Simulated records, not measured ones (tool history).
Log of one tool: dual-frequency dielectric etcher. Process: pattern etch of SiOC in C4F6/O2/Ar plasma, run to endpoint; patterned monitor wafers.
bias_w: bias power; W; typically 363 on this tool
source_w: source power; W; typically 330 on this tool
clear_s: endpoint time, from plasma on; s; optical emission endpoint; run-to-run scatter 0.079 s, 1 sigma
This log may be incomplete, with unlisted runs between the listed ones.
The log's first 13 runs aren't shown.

run    hour  bias_w  source_w  wafers since the last listed run  hours since the last wet clean  hours since the last bias power generator calibration  hours since the last source power generator calibration  hours since the last upper electrode change  incoming incoming film thickness, nm  clear_s
 14   731.2     363       370                               424                            40.5                                                 2721.7                                                   3404.8                                       5180.5                                 33.08     13.5
 15   781.9     335       330                               537                            91.2                                                 2772.4                                                   3455.5                                       5231.2                                 32.59     14.4
 16   837.4     335       330                               588                           146.7                                                 2827.9                                                   3511.0                                       5286.7                                 32.10     14.2
 17   873.5     363       390                               382                           182.8                                                 2864.0                                                   3547.1                                       5322.8                                 32.80     13.1
      899.1  -- bias power generator calibrated
 18   923.9     311       330                               492                           233.2                                                   24.8                                                   3597.5                                       5373.2                                 32.73     15.1
 19   992.2     389       370                               724                           301.5                                                   93.1                                                   3665.8                                       5441.5                                 32.70     12.8
     1036.1  -- upper electrode replaced
 20  1049.6     330       250                               354                           358.9                                                  150.5                                                   3723.2                                         13.5                                 32.85     15.8
 21  1104.8     394       300                               585                           414.1                                                  205.7                                                   3778.4                                         68.7                                 32.51     13.5
 22  1144.0     363       290                               415                           453.3                                                  244.9                                                   3817.6                                        107.9                                 32.62     14.3
     1184.8  -- wet clean of the chamber
 23  1202.6     363       290                               367                            17.8                                                  303.5                                                   3876.2                                        166.5                                 32.64     14.1
 24  1251.1     451       290                               514                            66.3                                                  352.0                                                   3924.7                                        215.0                                 32.45     12.6
 25  1316.1     451       390                               689                           131.3                                                  417.0                                                   3989.7                                        280.0                                 32.43     11.6
 26  1351.7     386       300                               377                           166.9                                                  452.6                                                   4025.3                                        315.6                                 32.75     13.7
     1391.2  -- source power generator calibrated
 27  1391.7     363       330                               381                           206.9                                                  492.6                                                      0.5                                        355.6                                 32.39     13.7
 28  1444.8     363       410                               563                           260.0                                                  545.7                                                     53.6                                        408.7                                 32.68     13.0
 29  1508.4     288       330                               674                           323.6                                                  609.3                                                    117.2                                        472.3                                 32.24     15.5
 30  1549.3     363       330                               433                           364.5                                                  650.2                                                    158.1                                        513.2                                 32.55     13.7
 31  1584.8     427       270                               376                           400.0                                                  685.7                                                    193.6                                        548.7                                 32.40     13.3
 32  1630.9     396       330                               488                           446.1                                                  731.8                                                    239.7                                        594.8                                 32.34     12.8
 33  1676.6     363       330                               484                           491.8                                                  777.5                                                    285.4                                        640.5                                 32.97     13.8
 34  1737.7     301       330                               648                           552.9                                                  838.6                                                    346.5                                        701.6                                 32.86     15.4
     1797.1  -- wet clean of the chamber
 35  1809.4     303       400                               505                            12.3                                                  910.3                                                    418.2                                        773.3                                 32.59     14.4
 36  1857.6     363       330                               511                            60.5                                                  958.5                                                    466.4                                        821.5                                 32.99     13.9

Below are 3 alternative next runs, each starting from the tool's condition after run 36. Predict each:
  A  1858.0     363       330                                 4                            60.9                                                  958.9                                                    466.8                                        821.9                                 32.71        ?
  B  1858.0     322       390                                 4                            60.9                                                  958.9                                                    466.8                                        821.9                                 32.71        ?
  C  1858.0     303       330                                 4                            60.9                                                  958.9                                                    466.8                                        821.9                                 32.71        ?

run  clear_s
  A     13.8
  B     14.1
  C     15.3
With no hidden state in the tool, these same runs would have given:
run  clear_s
  A     13.8
  B     14.1
  C     15.3

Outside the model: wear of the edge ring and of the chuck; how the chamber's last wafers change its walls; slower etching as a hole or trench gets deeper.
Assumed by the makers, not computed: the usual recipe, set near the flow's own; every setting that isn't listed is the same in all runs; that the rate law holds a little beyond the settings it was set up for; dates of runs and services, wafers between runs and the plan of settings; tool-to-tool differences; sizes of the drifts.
